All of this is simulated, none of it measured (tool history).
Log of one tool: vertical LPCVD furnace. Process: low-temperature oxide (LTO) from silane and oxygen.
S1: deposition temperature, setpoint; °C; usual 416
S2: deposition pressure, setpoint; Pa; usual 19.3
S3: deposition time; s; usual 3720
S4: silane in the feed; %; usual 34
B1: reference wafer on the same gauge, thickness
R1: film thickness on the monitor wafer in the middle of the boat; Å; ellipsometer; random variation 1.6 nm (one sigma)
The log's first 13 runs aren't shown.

{"run": 14, "hour": 866.2, "S1": 416, "S2": 19.3, "S3": 4050, "S4": 34, "B1": 305.1, "R1": 3947.9}
{"run": 15, "hour": 923.7, "S1": 416, "S2": 19.3, "S3": 3720, "S4": 34, "B1": 304.77, "R1": 3637.2}
{"hour": 976.8, "done": "gauge calibrated"}
{"run": 16, "hour": 1077.6, "S1": 416, "S2": 19.3, "S3": 3720, "S4": 34, "B1": 305.09, "R1": 3623.4}
{"run": 17, "hour": 1113.2, "S1": 410, "S2": 15.3, "S3": 2640, "S4": 29, "B1": 304.8, "R1": 1535.7}
{"run": 18, "hour": 1170.4, "S1": 416, "S2": 19.3, "S3": 3720, "S4": 34, "B1": 304.91, "R1": 3664.8}
{"hour": 1254.7, "done": "pressure gauge zeroed"}
{"run": 19, "hour": 1255.2, "S1": 416, "S2": 19.3, "S3": 3720, "S4": 34, "B1": 305.37, "R1": 3661.8}
{"run": 20, "hour": 1296.0, "S1": 425, "S2": 19.3, "S3": 3720, "S4": 39, "B1": 305.09, "R1": 4773.8}
{"run": 21, "hour": 1476.2, "S1": 416, "S2": 19.3, "S3": 3720, "S4": 34, "B1": 304.77, "R1": 3644.9}
{"run": 22, "hour": 1503.6, "S1": 407, "S2": 16.7, "S3": 3720, "S4": 34, "B1": 304.81, "R1": 2845.9}

Run 23 comes next. What will it give?
{"run": 23, "hour": 1569.4, "S1": 412, "S2": 19.3, "S3": 2250, "S4": 34, "B1": "?", "R1": "?"}

Run 23 gave B1 304.84, R1 2108.7 Å.
Without the tool's hidden state the same run would have given R1 2084.4 Å.

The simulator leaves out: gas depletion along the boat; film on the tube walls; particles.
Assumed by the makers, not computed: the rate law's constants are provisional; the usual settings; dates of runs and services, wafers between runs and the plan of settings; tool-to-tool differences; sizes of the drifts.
